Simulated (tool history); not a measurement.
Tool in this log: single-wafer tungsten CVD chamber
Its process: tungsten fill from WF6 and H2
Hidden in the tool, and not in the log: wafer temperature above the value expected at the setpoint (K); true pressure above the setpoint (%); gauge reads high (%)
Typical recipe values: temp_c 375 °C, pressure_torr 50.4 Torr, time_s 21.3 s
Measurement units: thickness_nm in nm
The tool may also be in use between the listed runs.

run	hour	temp_c	pressure_torr	time_s	wafers since the last listed run	hours since the last thermocouple change	hours since the last manometer calibration	hours since the showerhead was replaced	hours since the gauge calibration	read-back reference wafer on the same gauge, thickness_nm	thickness_nm
1	0.0	380	50.4	21.3	0	2760.1	1211.7	7260.8	140.6	55.588	48.960
2	12.1	380	50.4	21.3	266	2772.2	1223.8	7272.9	152.7	55.623	48.712
3	21.0	380	50.4	21.3	195	2781.1	1232.7	7281.8	161.6	55.577	48.798
4	27.4	375	50.4	21.3	140	2787.5	1239.1	7288.2	168.0	55.558	44.406
5	35.2	375	50.4	22.3	171	2795.3	1246.9	7296.0	175.8	55.589	46.614
6	43.9	375	40.7	20.4	191	2804.0	1255.6	7304.7	184.5	55.612	36.771
7	51.2	375	40.7	20.4	160	2811.3	1262.9	7312.0	191.8	55.558	36.694
# hour 66.8: capacitance manometer re-zeroed and calibrated
8	67.3	375	43.8	21.3	178	2827.4	0.5	7328.1	207.9	55.575	41.977
9	72.9	375	50.4	21.3	123	2833.0	6.1	7333.7	213.5	55.536	46.221
# hour 87.3: thermocouple changed; heater temperature recalibrated
10	87.8	375	50.4	21.3	151	0.5	21.0	7348.6	228.4	55.629	51.168
11	95.0	375	50.4	21.3	158	7.7	28.2	7355.8	235.6	55.608	51.053
# hour 105.5: gauge calibrated
12	109.6	364	56.3	24.2	321	22.3	42.8	7370.4	4.1	55.570	50.430
# hour 118.2: showerhead replaced
13	120.8	375	38.1	21.3	70	33.5	54.0	2.6	15.3	55.605	41.931
14	134.3	363	57.8	24.9	296	47.0	67.5	16.1	28.8	55.594	51.649
15	151.1	375	50.4	21.3	369	63.8	84.3	32.9	45.6	55.606	50.642
16	168.3	375	62.3	17.6	378	81.0	101.5	50.1	62.8	55.626	47.346
17	177.5	375	50.4	21.3	202	90.2	110.7	59.3	72.0	55.584	50.479
18	183.7	375	50.4	21.3	136	96.4	116.9	65.5	78.2	55.594	50.521
19	195.3	383	39.3	18.1	255	108.0	128.5	77.1	89.8	55.579	41.811
20	201.5	365	61.1	21.3	136	114.2	134.7	83.3	96.0	55.587	47.029
21	213.6	375	50.4	21.3	266	126.3	146.8	95.4	108.1	55.607	50.335
22	220.1	388	50.4	24.1	142	132.8	153.3	101.9	114.6	55.586	71.905

For some of the steps in thickness_nm from one run to the next: how much would appear even if the tool had no hidden state, given the settings, what came in and random variation, and how much remains for the hidden state plus any gauge scatter that the measured result and the result without hidden state don't share?
Run 5 -> 6: pressure_torr 50.4 -> 40.7, time_s 22.3 -> 20.4. thickness_nm -9.843 nm: hidden state +1.485, all else -11.328.
Run 9 -> 10: thermocouple changed; heater temperature recalibrated. thickness_nm +4.947 nm: hidden state +4.865, all else +0.082.
Run 21 -> 22: temp_c 375 -> 388, time_s 21.3 -> 24.1. thickness_nm +21.570 nm: hidden state -0.511, all else +22.081.

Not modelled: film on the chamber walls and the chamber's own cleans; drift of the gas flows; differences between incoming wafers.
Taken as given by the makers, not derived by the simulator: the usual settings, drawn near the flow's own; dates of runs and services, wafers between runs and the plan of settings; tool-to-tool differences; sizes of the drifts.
